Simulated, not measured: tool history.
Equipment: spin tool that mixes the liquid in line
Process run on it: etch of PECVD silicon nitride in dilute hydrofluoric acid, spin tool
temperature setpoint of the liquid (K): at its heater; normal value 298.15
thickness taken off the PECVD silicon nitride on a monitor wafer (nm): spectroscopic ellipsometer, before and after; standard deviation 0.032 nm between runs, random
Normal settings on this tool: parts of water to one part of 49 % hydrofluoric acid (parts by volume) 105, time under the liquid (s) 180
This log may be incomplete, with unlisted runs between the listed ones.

run,hour,temperature setpoint of the liquid (K),parts of water to one part of 49 % hydrofluoric acid (parts by volume),time under the liquid (s),"read-back film thickness of the PECVD silicon nitride reference wafer, read on the same gauge (nm)",thickness taken off the PECVD silicon nitride on a monitor wafer (nm)
1,0.0,299.65,105,180,41.384,4.732
2,68.1,299.65,105,180,41.491,4.812
3,129.0,298.15,105,180,41.544,4.342
4,199.3,298.15,105,180,41.639,4.344
5,247.9,298.15,105,180,41.681,4.331
6,294.9,298.15,105,180,41.771,4.382
7,325.1,298.15,105,120,41.759,2.940
8,370.9,298.15,105,120,41.831,2.919
9,396.1,298.15,105,120,41.852,2.878
10,432.4,298.15,105,180,41.945,4.428
11,479.0,298.15,105,180,41.968,4.393
12,535.8,298.15,105,180,42.018,4.426
13,575.2,298.15,120,150,42.083,3.212
# hour 631.6: hydrofluoric acid flow meter replaced
14,754.8,298.15,120,150,42.298,3.213
15,784.3,301.65,75,85,42.356,3.615
16,963.4,298.15,75,130,42.523,4.523
17,1029.8,295.65,125,135,42.620,2.363
# hour 1045.8: thermometer replaced
18,1069.9,293.65,75,130,42.679,3.334
19,1117.0,298.15,105,125,42.765,3.081
20,1165.9,298.15,150,180,42.794,3.131
21,1224.3,300.65,145,180,42.830,3.809
# hour 1240.0: gauge calibrated
22,1263.7,296.65,65,275,39.640,9.158
23,1319.5,300.65,85,255,39.685,8.500
24,1522.6,300.65,105,180,39.926,4.923
25,1554.1,298.15,105,95,39.955,2.213
26,1581.1,303.15,135,115,39.999,2.823
27,1609.9,298.15,105,180,40.033,4.175
# hour 1647.1: hydrofluoric acid flow meter replaced
28,1677.4,298.15,75,135,40.125,4.388
29,1708.4,300.65,105,265,40.137,7.151
30,1762.1,300.15,125,85,40.211,1.899
31,1799.9,298.15,150,180,40.242,2.953
32,1863.2,293.65,105,180,40.354,3.145
33,1921.3,298.15,105,180,40.435,4.213

Table of differences, measured result less the result of that run with no hidden state. Run-to-run variation is the same in both. Gauge scatter possibly is not:
Hidden conditions of the tool in this case: liquid hotter than its thermometer reads (K); hydrofluoric acid flow below the setpoint (%); gauge reads high (%).
run,thickness taken off the PECVD silicon nitride on a monitor wafer (nm)
1,+0.159
2,+0.171
3,+0.162
4,+0.170
5,+0.175
6,+0.183
7,+0.125
8,+0.128
9,+0.128
10,+0.202
11,+0.205
12,+0.213
13,+0.159
14,+0.174
15,+0.198
16,+0.269
17,+0.145
18,+0.209
19,+0.197
20,+0.204
21,+0.254
22,-0.087
23,-0.066
24,-0.008
25,-0.002
26,+0.001
27,+0.004
28,+0.013
29,+0.027
30,+0.010
31,+0.020
32,+0.026
33,+0.042

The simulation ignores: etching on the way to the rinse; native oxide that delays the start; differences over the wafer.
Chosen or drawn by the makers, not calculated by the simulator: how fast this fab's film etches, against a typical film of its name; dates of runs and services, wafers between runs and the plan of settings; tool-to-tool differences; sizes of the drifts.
